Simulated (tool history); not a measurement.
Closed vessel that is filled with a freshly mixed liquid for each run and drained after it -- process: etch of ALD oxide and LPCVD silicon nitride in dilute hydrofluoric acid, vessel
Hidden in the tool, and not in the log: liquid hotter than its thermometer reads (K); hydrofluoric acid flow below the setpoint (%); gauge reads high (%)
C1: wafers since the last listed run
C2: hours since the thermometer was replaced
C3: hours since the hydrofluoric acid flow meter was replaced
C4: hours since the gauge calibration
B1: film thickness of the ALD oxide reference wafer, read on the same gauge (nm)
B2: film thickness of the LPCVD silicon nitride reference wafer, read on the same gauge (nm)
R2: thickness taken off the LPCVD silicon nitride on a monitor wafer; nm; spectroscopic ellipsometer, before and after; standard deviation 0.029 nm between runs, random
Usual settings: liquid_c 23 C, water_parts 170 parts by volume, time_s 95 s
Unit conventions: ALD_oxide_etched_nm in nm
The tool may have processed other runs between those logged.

{"run": 1, "hour": 0.0, "liquid_c": 23, "water_parts": 170, "time_s": 95, "C1": 0, "C2": 1508.3, "C3": 1899.7, "C4": 29.2, "B1": 110, "B2": 40.026, "ALD_oxide_etched_nm": 9.9, "R2": 0.327}
{"run": 2, "hour": 10.4, "liquid_c": 23, "water_parts": 170, "time_s": 95, "C1": 1118, "C2": 1518.7, "C3": 1910.1, "C4": 39.6, "B1": 109.99, "B2": 40.007, "ALD_oxide_etched_nm": 10.05, "R2": 0.291}
{"run": 3, "hour": 46.5, "liquid_c": 23, "water_parts": 170, "time_s": 95, "C1": 3883, "C2": 1554.8, "C3": 1946.2, "C4": 75.7, "B1": 110.01, "B2": 40.006, "ALD_oxide_etched_nm": 9.99, "R2": 0.361}
{"run": 4, "hour": 56.1, "liquid_c": 23, "water_parts": 170, "time_s": 95, "C1": 1032, "C2": 1564.4, "C3": 1955.8, "C4": 85.3, "B1": 110.02, "B2": 39.989, "ALD_oxide_etched_nm": 10.02, "R2": 0.314}
{"run": 5, "hour": 62.7, "liquid_c": 23, "water_parts": 170, "time_s": 95, "C1": 709, "C2": 1571, "C3": 1962.4, "C4": 91.9, "B1": 109.99, "B2": 39.991, "ALD_oxide_etched_nm": 9.98, "R2": 0.373}
{"run": 6, "hour": 73.4, "liquid_c": 23, "water_parts": 170, "time_s": 95, "C1": 1150, "C2": 1581.7, "C3": 1973.1, "C4": 102.6, "B1": 110.02, "B2": 40.03, "ALD_oxide_etched_nm": 10, "R2": 0.369}
{"run": 7, "hour": 83.8, "liquid_c": 23, "water_parts": 170, "time_s": 95, "C1": 1118, "C2": 1592.1, "C3": 1983.5, "C4": 113, "B1": 109.99, "B2": 39.999, "ALD_oxide_etched_nm": 10.07, "R2": 0.3}
{"run": 8, "hour": 90.6, "liquid_c": 25.5, "water_parts": 125, "time_s": 130, "C1": 731, "C2": 1598.9, "C3": 1990.3, "C4": 119.8, "B1": 110, "B2": 40.003, "ALD_oxide_etched_nm": 21.54, "R2": 0.705}
{"hour": 97.1, "done": "thermometer replaced"}
{"run": 9, "hour": 97.6, "liquid_c": 23, "water_parts": 225, "time_s": 125, "C1": 645, "C2": 0.5, "C3": 1997.3, "C4": 126.8, "B1": 109.99, "B2": 40.016, "ALD_oxide_etched_nm": 8.54, "R2": 0.328}
{"run": 10, "hour": 110.1, "liquid_c": 26, "water_parts": 170, "time_s": 145, "C1": 1344, "C2": 13, "C3": 2009.8, "C4": 139.3, "B1": 109.97, "B2": 40.021, "ALD_oxide_etched_nm": 15.77, "R2": 0.554}
{"run": 11, "hour": 118.6, "liquid_c": 21, "water_parts": 170, "time_s": 60, "C1": 914, "C2": 21.5, "C3": 2018.3, "C4": 147.8, "B1": 110.01, "B2": 40.004, "ALD_oxide_etched_nm": 5.37, "R2": 0.16}
{"run": 12, "hour": 126.6, "liquid_c": 19, "water_parts": 90, "time_s": 65, "C1": 860, "C2": 29.5, "C3": 2026.3, "C4": 155.8, "B1": 110.02, "B2": 40.012, "ALD_oxide_etched_nm": 11.03, "R2": 0.289}
{"run": 13, "hour": 137.8, "liquid_c": 19, "water_parts": 90, "time_s": 65, "C1": 1204, "C2": 40.7, "C3": 2037.5, "C4": 167, "B1": 110.02, "B2": 40.006, "ALD_oxide_etched_nm": 10.99, "R2": 0.294}
{"run": 14, "hour": 154.0, "liquid_c": 28, "water_parts": 120, "time_s": 115, "C1": 1742, "C2": 56.9, "C3": 2053.7, "C4": 183.2, "B1": 110.03, "B2": 40.03, "ALD_oxide_etched_nm": 20.3, "R2": 0.715}
{"run": 15, "hour": 160.0, "liquid_c": 26, "water_parts": 115, "time_s": 150, "C1": 645, "C2": 62.9, "C3": 2059.7, "C4": 189.2, "B1": 109.96, "B2": 39.987, "ALD_oxide_etched_nm": 25.66, "R2": 0.757}
{"run": 16, "hour": 173.4, "liquid_c": 23, "water_parts": 170, "time_s": 95, "C1": 1441, "C2": 76.3, "C3": 2073.1, "C4": 202.6, "B1": 109.98, "B2": 40.007, "ALD_oxide_etched_nm": 9.22, "R2": 0.284}
{"run": 17, "hour": 181.4, "liquid_c": 23, "water_parts": 170, "time_s": 95, "C1": 860, "C2": 84.3, "C3": 2081.1, "C4": 210.6, "B1": 109.99, "B2": 39.978, "ALD_oxide_etched_nm": 9.18, "R2": 0.29}
{"run": 18, "hour": 198.9, "liquid_c": 23, "water_parts": 215, "time_s": 95, "C1": 1882, "C2": 101.8, "C3": 2098.6, "C4": 228.1, "B1": 109.96, "B2": 39.994, "ALD_oxide_etched_nm": 6.94, "R2": 0.232}
{"run": 19, "hour": 215.2, "liquid_c": 19, "water_parts": 135, "time_s": 80, "C1": 1753, "C2": 118.1, "C3": 2114.9, "C4": 244.4, "B1": 110.01, "B2": 39.993, "ALD_oxide_etched_nm": 8.61, "R2": 0.236}
{"hour": 225.6, "done": "hydrofluoric acid flow meter replaced"}
{"run": 20, "hour": 232.4, "liquid_c": 19, "water_parts": 170, "time_s": 135, "C1": 1742, "C2": 135.3, "C3": 6.8, "C4": 261.6, "B1": 110.02, "B2": 40.005, "ALD_oxide_etched_nm": 11.26, "R2": 0.362}
{"hour": 233.4, "done": "gauge calibrated"}
{"run": 21, "hour": 249.8, "liquid_c": 18.5, "water_parts": 115, "time_s": 75, "C1": 1871, "C2": 152.7, "C3": 24.2, "C4": 16.4, "B1": 109.99, "B2": 39.974, "ALD_oxide_etched_nm": 9.56, "R2": 0.24}

What does the tool deliver on the next run?
{"run": 22, "hour": 266.2, "liquid_c": 28, "water_parts": 240, "time_s": 115, "C1": 1764, "C2": 169.1, "C3": 40.6, "C4": 32.8, "B1": "?", "B2": "?", "ALD_oxide_etched_nm": "?", "R2": "?"}

{"run 22": {"B1": 109.99, "B2": 40.028, "ALD_oxide_etched_nm": 8.8, "R2": 0.349}}
The same run, on a tool lacking any hidden state, would have yielded ALD_oxide_etched_nm 8.63 nm, R2 0.337 nm.
